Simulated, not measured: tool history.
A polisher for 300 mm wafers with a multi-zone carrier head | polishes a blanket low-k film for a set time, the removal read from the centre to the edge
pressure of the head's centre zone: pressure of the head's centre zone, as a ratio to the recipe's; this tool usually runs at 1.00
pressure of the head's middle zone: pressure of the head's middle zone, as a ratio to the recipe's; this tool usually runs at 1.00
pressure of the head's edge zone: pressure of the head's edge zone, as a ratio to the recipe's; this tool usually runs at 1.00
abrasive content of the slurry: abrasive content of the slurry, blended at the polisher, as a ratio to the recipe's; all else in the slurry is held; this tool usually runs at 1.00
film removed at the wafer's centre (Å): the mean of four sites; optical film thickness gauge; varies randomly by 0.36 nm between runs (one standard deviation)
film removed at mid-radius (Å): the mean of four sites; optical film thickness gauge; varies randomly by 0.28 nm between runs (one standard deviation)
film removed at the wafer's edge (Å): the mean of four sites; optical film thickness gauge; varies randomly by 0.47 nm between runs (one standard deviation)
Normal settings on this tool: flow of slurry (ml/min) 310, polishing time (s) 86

run,hour,flow of slurry (ml/min),pressure of the head's centre zone,pressure of the head's middle zone,pressure of the head's edge zone,abrasive content of the slurry,polishing time (s),wafers since the last listed run,wafers polished on this pad,hours since the slurry nozzle was cleaned,hours since the centre zone pressure was calibrated,hours since the edge zone pressure was calibrated,hours since the carrier head's membrane was replaced,"incoming thickness of the incoming film, nm",film removed at the wafer's centre (Å),film removed at mid-radius (Å),film removed at the wafer's edge (Å)
1,0.0,310,1.00,1.00,1.00,1.00,86,0,475,637.5,744.5,658.0,1225.6,750.0,420,431,431
2,7.0,310,1.00,1.00,1.00,1.00,86,40,515,644.5,751.5,665.0,1232.6,764.6,413,430,438
3,24.2,310,1.00,1.00,1.00,1.10,86,99,614,661.7,768.7,682.2,1249.8,758.4,433,445,452
4,36.5,310,1.00,1.00,1.00,1.10,86,70,685,674.0,781.0,694.5,1262.1,760.6,431,446,449
5,53.2,310,1.00,1.00,1.00,1.00,86,96,782,690.7,797.7,711.2,1278.8,763.9,415,428,422
# hour 57.3: centre zone pressure recalibrated
# hour 57.3: edge zone pressure recalibrated
6,87.5,310,1.00,1.00,1.00,1.00,86,186,968,725.0,30.2,30.2,1313.1,758.8,406,434,425
# hour 100.2: centre zone pressure recalibrated, repeated, since the last time left the tool worse
# hour 106.7: worn pad replaced by a new one
7,107.2,310,1.00,1.00,1.00,1.00,86,78,2,744.7,7.0,49.9,1332.8,771.0,440,431,437
8,119.0,310,1.00,1.00,1.00,0.80,86,68,70,756.5,18.8,61.7,1344.6,760.3,395,393,388
9,134.2,310,1.00,1.00,1.00,1.00,86,87,158,771.7,34.0,76.9,1359.8,754.2,434,427,421
10,141.8,310,1.00,1.00,1.00,1.00,86,43,202,779.3,41.6,84.5,1367.4,761.1,438,431,433
11,154.1,310,1.00,1.00,1.00,1.00,77,70,273,791.6,53.9,96.8,1379.7,766.2,392,385,380
12,165.8,310,1.00,1.00,1.05,1.00,86,67,340,803.3,65.6,108.5,1391.4,756.4,434,428,444
# hour 184.1: carrier head's membrane replaced by a new one
13,184.6,275,1.00,1.00,0.94,0.70,86,79,420,822.1,84.4,127.3,0.5,772.5,369,363,349
14,190.0,310,0.95,1.00,1.00,1.10,86,31,451,827.5,89.8,132.7,5.9,755.2,441,444,446
# hour 196.2: slurry nozzle cleaned
15,198.4,390,1.00,1.00,1.00,1.00,61,42,494,2.2,98.2,141.1,14.3,763.5,316,311,313
16,215.5,310,1.09,1.00,1.00,1.00,86,98,592,19.3,115.3,158.2,31.4,751.3,456,432,429
17,223.5,275,1.00,1.00,1.00,1.00,86,46,638,27.3,123.3,166.2,39.4,772.0,427,429,424
18,231.1,310,1.00,1.00,1.00,1.00,86,43,682,34.9,130.9,173.8,47.0,751.3,442,433,432
19,246.3,310,1.00,1.00,1.00,1.00,86,87,770,50.1,146.1,189.0,62.2,760.1,439,432,436
20,261.2,235,0.93,1.00,0.91,1.00,110,85,856,65.0,161.0,203.9,77.1,745.1,517,537,510
21,276.4,215,0.93,1.00,0.93,0.85,86,87,943,80.2,176.2,219.1,92.3,759.6,375,385,379

The tool's hidden state at each run:
removal rate lost through wear of the pad, %: 0 across all the runs
slurry flow missing at the pad, %: 0 across all the runs
deviation of the edge zone's pressure from its setpoint, %: 0 across all the runs
H1: deviation of the centre zone's pressure from its setpoint, %
run,H1
1,-7.7
2,-7.77
3,-7.93
4,-8.05
5,-8.2
6,-15.5
7,0.694
8,0.582
9,0.439
10,0.367
11,0.251
12,0.14
13,-0.0374
14,-0.0885
15,-0.168
16,-0.329
17,-0.405
18,-0.477
19,-0.62
20,-0.761
21,-0.905
